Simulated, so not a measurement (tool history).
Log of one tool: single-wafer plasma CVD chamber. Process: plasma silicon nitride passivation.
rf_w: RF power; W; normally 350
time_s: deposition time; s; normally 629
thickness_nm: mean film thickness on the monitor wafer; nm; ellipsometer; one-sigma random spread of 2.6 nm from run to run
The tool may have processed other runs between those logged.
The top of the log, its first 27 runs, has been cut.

| run | hour | rf_w | time_s | read-back reference wafer on the same gauge, thickness_nm | thickness_nm |
|---|---|---|---|---|---|
| 28 | 1286.5 | 350 | 629 | 699.406 | 800.572 |
| 29 | 1312.1 | 350 | 629 | 700.013 | 805.273 |
| 30 | 1360.4 | 315 | 593 | 700.332 | 725.643 |
| 31 | 1391.3 | 300 | 746 | 700.547 | 899.559 |
| 32 | 1448.8 | 330 | 511 | 699.932 | 639.873 |
| 33 | 1483.4 | 405 | 701 | 700.672 | 938.939 |
| 34 | 1552.8 | 310 | 704 | 699.966 | 855.565 |
| 35 | 1621.3 | 380 | 504 | 699.955 | 661.807 |
| 36 | 1665.0 | 390 | 538 | 699.533 | 710.398 |
| 37 | 1714.1 | 315 | 555 | 699.759 | 672.853 |
| 38 | 1774.2 | 370 | 674 | 699.445 | 877.548 |
| 39 | 1815.1 | 330 | 559 | 700.069 | 692.351 |

Run 40 is up next; what results do you expect?
| 40 | 1881.3 | 320 | 629 | ? | ? |

read-back reference wafer on the same gauge, thickness_nm: 699.890
thickness_nm: 766.321 nm
The same run, on a tool lacking any hidden state, would have yielded thickness_nm 783.840 nm.
